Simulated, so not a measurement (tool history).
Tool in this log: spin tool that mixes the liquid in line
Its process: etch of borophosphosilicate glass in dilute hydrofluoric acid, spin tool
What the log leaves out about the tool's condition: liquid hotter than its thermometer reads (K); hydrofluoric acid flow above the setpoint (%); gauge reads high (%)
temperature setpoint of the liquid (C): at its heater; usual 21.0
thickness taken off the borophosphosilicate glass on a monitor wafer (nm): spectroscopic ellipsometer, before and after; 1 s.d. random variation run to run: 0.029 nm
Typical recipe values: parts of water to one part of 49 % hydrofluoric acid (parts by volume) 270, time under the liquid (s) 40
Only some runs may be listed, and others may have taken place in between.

run	hour	temperature setpoint of the liquid (C)	parts of water to one part of 49 % hydrofluoric acid (parts by volume)	time under the liquid (s)	wafers since the last listed run	hours since the thermometer was replaced	hours since the hydrofluoric acid flow meter was replaced	hours since the gauge calibration	read-back film thickness of the borophosphosilicate glass reference wafer, read on the same gauge (nm)	thickness taken off the borophosphosilicate glass on a monitor wafer (nm)
1	0.0	21.0	270	20	0	1123.5	336.4	455.7	109.99	2.44
2	307.3	21.0	270	20	4813	1430.8	643.7	763.0	109.97	2.52
3	367.3	21.0	270	20	939	1490.8	703.7	823.0	110.02	2.49
4	405.1	21.0	270	40	592	1528.6	741.5	860.8	110.01	5.05
5	473.7	21.0	270	40	1074	1597.2	810.1	929.4	110.04	5.11
6	521.0	21.0	270	40	740	1644.5	857.4	976.7	109.98	5.11
7	626.9	21.0	270	40	1658	1750.4	963.3	1082.6	109.99	5.13
# hour 685.1: hydrofluoric acid flow meter replaced
8	716.8	19.0	270	40	1392	1840.3	31.7	1172.5	110.02	4.47
9	772.7	19.0	270	40	875	1896.2	87.6	1228.4	110.01	4.53
10	844.2	19.0	270	40	1119	1967.7	159.1	1299.9	109.99	4.47
11	892.1	21.0	270	15	750	2015.6	207.0	1347.8	109.97	1.82
12	994.9	21.0	270	45	1610	2118.4	309.8	1450.6	109.98	5.53
13	1078.8	17.0	215	40	1314	2202.3	393.7	1534.5	110.02	5.58
14	1154.8	18.0	390	65	1190	2278.3	469.7	1610.5	110.03	4.58
# hour 1194.4: thermometer replaced
15	1257.0	24.5	205	20	1585	62.6	571.9	1712.7	110.01	3.98
# hour 1355.0: gauge calibrated
16	1471.7	18.0	225	40	3363	277.3	786.6	116.7	110.01	5.66
17	1542.8	21.0	270	40	1113	348.4	857.7	187.8	109.96	5.08
# hour 1618.9: hydrofluoric acid flow meter replaced
18	1622.1	21.0	270	55	1226	427.7	3.2	267.1	109.97	6.69
19	1717.6	17.0	340	40	1495	523.2	98.7	362.6	110.01	3.15
20	1783.0	21.0	270	40	1024	588.6	164.1	428.0	110.00	4.89

How the hidden state differs across the entries between the runs, from the last listed run before each to the first after it:
In the gap between runs 7 and 8: hydrofluoric acid flow meter replaced (hour 685.1)
  hydrofluoric acid flow above the setpoint (%): 5.39 -> 0.652
  measured less the result without the state, thickness taken off the borophosphosilicate glass on a monitor wafer (nm): +0.33 -> +0.04
In the gap between runs 14 and 15: thermometer replaced (hour 1194.4)
  hydrofluoric acid flow above the setpoint (%): 2.89 -> 3.41
  measured less the result without the state, thickness taken off the borophosphosilicate glass on a monitor wafer (nm): +0.17 -> +0.16
In the gap between runs 15 and 16: gauge calibrated (hour 1355.0)
  hydrofluoric acid flow above the setpoint (%): 3.41 -> 4.51
  measured less the result without the state, thickness taken off the borophosphosilicate glass on a monitor wafer (nm): +0.16 -> +0.29
In the gap between runs 17 and 18: hydrofluoric acid flow meter replaced (hour 1618.9)
  hydrofluoric acid flow above the setpoint (%): 4.88 -> 1.07
  measured less the result without the state, thickness taken off the borophosphosilicate glass on a monitor wafer (nm): +0.30 -> +0.09
